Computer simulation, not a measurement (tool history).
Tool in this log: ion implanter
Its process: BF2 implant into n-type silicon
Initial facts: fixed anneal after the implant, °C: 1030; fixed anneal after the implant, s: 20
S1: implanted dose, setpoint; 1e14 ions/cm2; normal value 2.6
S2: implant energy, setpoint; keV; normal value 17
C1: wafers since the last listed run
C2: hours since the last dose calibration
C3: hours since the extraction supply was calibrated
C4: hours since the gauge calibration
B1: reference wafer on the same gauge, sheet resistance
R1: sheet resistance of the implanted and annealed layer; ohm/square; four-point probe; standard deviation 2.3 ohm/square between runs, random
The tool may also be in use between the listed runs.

Run 1, hour 0: usual settings; C1 0; C2 300.2; C3 5497.8; C4 329.1; B1 380. Result: R1 406 ohm/square.
Run 2, hour 26.9: usual settings but S2 13.5 keV; C1 397; C2 327.1; C3 5524.7; C4 356; B1 380. Result: R1 413.45 ohm/square.
Run 3, hour 40.3: usual settings; C1 198; C2 340.5; C3 5538.1; C4 369.4; B1 380.25. Result: R1 403.19 ohm/square.
Run 4, hour 65.4: usual settings; C1 370; C2 365.6; C3 5563.2; C4 394.5; B1 379.9. Result: R1 404 ohm/square.
Run 5, hour 99.2: usual settings; C1 499; C2 399.4; C3 5597; C4 428.3; B1 380.09. Result: R1 402.72 ohm/square.
Run 6, hour 124.6: usual settings; C1 375; C2 424.8; C3 5622.4; C4 453.7; B1 379.81. Result: R1 399.05 ohm/square.
At hour 152.6: Faraday cup replaced and dose calibrated.
Run 7, hour 159.4: usual settings; C1 396; C2 6.8; C3 5657.2; C4 488.5; B1 380.28. Result: R1 391.43 ohm/square.
Run 8, hour 190.8: usual settings but S1 2.83 1e14 ions/cm2; C1 464; C2 38.2; C3 5688.6; C4 519.9; B1 379.78. Result: R1 361.46 ohm/square.
Run 9, hour 224.6: usual settings but S1 2.83 1e14 ions/cm2; C1 499; C2 72; C3 5722.4; C4 553.7; B1 380.37. Result: R1 363.04 ohm/square.
Run 10, hour 256.7: usual settings but S2 12.5 keV; C1 474; C2 104.1; C3 5754.5; C4 585.8; B1 380.32. Result: R1 402.12 ohm/square.
Run 11, hour 275.5: usual settings but S2 12.5 keV; C1 277; C2 122.9; C3 5773.3; C4 604.6; B1 380.13. Result: R1 406.6 ohm/square.
Run 12, hour 299.1: usual settings but S2 21 keV; C1 348; C2 146.5; C3 5796.9; C4 628.2; B1 379.97. Result: R1 382.32 ohm/square.
Run 13, hour 328.6: usual settings but S2 21 keV; C1 435; C2 176; C3 5826.4; C4 657.7; B1 380.35. Result: R1 380.58 ohm/square.
At hour 374.8: Faraday cup replaced and dose calibrated, repeated, since the last time left the tool worse.
Run 14, hour 380.2: usual settings but S2 21 keV; C1 644; C2 5.4; C3 5878; C4 709.3; B1 379.8. Result: R1 399.2 ohm/square.
Run 15, hour 398.5: usual settings; C1 270; C2 23.7; C3 5896.3; C4 727.6; B1 379.71. Result: R1 404.39 ohm/square.
Run 16, hour 427.6: usual settings; C1 430; C2 52.8; C3 5925.4; C4 756.7; B1 380.25. Result: R1 410.48 ohm/square.
Run 17, hour 461.5: usual settings; C1 500; C2 86.7; C3 5959.3; C4 790.6; B1 380. Result: R1 412.32 ohm/square.
Run 18, hour 483.6: usual settings but S1 3.19 1e14 ions/cm2, S2 13 keV; C1 326; C2 108.8; C3 5981.4; C4 812.7; B1 379.94. Result: R1 355.19 ohm/square.
Run 19, hour 496.8: usual settings but S1 2.04 1e14 ions/cm2; C1 195; C2 122; C3 5994.6; C4 825.9; B1 379.99. Result: R1 500.97 ohm/square.
At hour 505.2: gauge calibrated.
Run 20, hour 520.6: usual settings but S1 2.87 1e14 ions/cm2, S2 22 keV; C1 351; C2 145.8; C3 6018.4; C4 15.4; B1 380.29. Result: R1 360.52 ohm/square.
Run 21, hour 546.7: usual settings but S1 2.89 1e14 ions/cm2, S2 20 keV; C1 385; C2 171.9; C3 6044.5; C4 41.5; B1 379.87. Result: R1 365.97 ohm/square.
Run 22, hour 570.1: usual settings but S1 2.02 1e14 ions/cm2; C1 345; C2 195.3; C3 6067.9; C4 64.9; B1 379.47. Result: R1 505.55 ohm/square.
Run 23, hour 590.8: usual settings but S1 2.83 1e14 ions/cm2; C1 305; C2 216; C3 6088.6; C4 85.6; B1 379.9. Result: R1 377.18 ohm/square.
At hour 598.9: extraction supply calibrated.
Run 24, hour 620.3: usual settings; C1 317; C2 245.5; C3 21.4; C4 115.1; B1 380.1. Result: R1 404.58 ohm/square.
Run 25, hour 647.3: usual settings but S1 3.18 1e14 ions/cm2, S2 22 keV; C1 399; C2 272.5; C3 48.4; C4 142.1; B1 379.43. Result: R1 332.57 ohm/square.
Run 26, hour 677.7: usual settings; C1 449; C2 302.9; C3 78.8; C4 172.5; B1 380.11. Result: R1 404.39 ohm/square.
Run 27, hour 700.8: usual settings but S1 2.16 1e14 ions/cm2, S2 21.5 keV; C1 341; C2 326; C3 101.9; C4 195.6; B1 380.11. Result: R1 460.31 ohm/square.
Run 28, hour 714.4: usual settings but S1 2.89 1e14 ions/cm2, S2 14.5 keV; C1 200; C2 339.6; C3 115.5; C4 209.2; B1 379.73. Result: R1 372.74 ohm/square.
Run 29, hour 729.7: usual settings but S1 2.96 1e14 ions/cm2, S2 11.5 keV; C1 226; C2 354.9; C3 130.8; C4 224.5; B1 380.53. Result: R1 380.76 ohm/square.
Run 30, hour 750.5: usual settings but S1 2.1 1e14 ions/cm2, S2 11 keV; C1 307; C2 375.7; C3 151.6; C4 245.3; B1 380.22. Result: R1 501.97 ohm/square.
Run 31, hour 843.7: usual settings; C1 1377; C2 468.9; C3 244.8; C4 338.5; B1 380.06. Result: R1 400.05 ohm/square.
Run 32, hour 864.9: usual settings but S1 2.25 1e14 ions/cm2, S2 14 keV; C1 313; C2 490.1; C3 266; C4 359.7; B1 380.05. Result: R1 450.92 ohm/square.
Run 33, hour 899: usual settings but S1 2.8 1e14 ions/cm2, S2 22.5 keV; C1 503; C2 524.2; C3 300.1; C4 393.8; B1 379.73. Result: R1 359.57 ohm/square.
Run 34, hour 924.9: usual settings but S1 2.07 1e14 ions/cm2, S2 19.5 keV; C1 382; C2 550.1; C3 326; C4 419.7; B1 379.81. Result: R1 468.03 ohm/square.

Hidden condition of the tool, last listed run before each entry between runs versus first listed run after:
Logged between run 6 and run 7: Faraday cup replaced and dose calibrated (hour 152.6)
  deviation of the true dose from the Faraday cup's reading, %: 2.53 -> 5.81
  what was measured, less what the result would be without the hidden state, R1: -8.53 -> -19.16 ohm/square
Logged between run 13 and run 14: Faraday cup replaced and dose calibrated, repeated, since the last time left the tool worse (hour 374.8)
  deviation of the true dose from the Faraday cup's reading, %: 6.25 -> 0.472
  what was measured, less what the result would be without the hidden state, R1: -20.13 -> -1.6 ohm/square
Logged between run 19 and run 20: gauge calibrated (hour 505.2)
  deviation of the true dose from the Faraday cup's reading, %: 0.684 -> 0.774
  what was measured, less what the result would be without the hidden state, R1: -2.95 -> -2.37 ohm/square
Logged between run 23 and run 24: extraction supply calibrated (hour 598.9)
  deviation of the true dose from the Faraday cup's reading, %: 1.14 -> 1.33
  what was measured, less what the result would be without the hidden state, R1: -3.6 -> -4.56 ohm/square
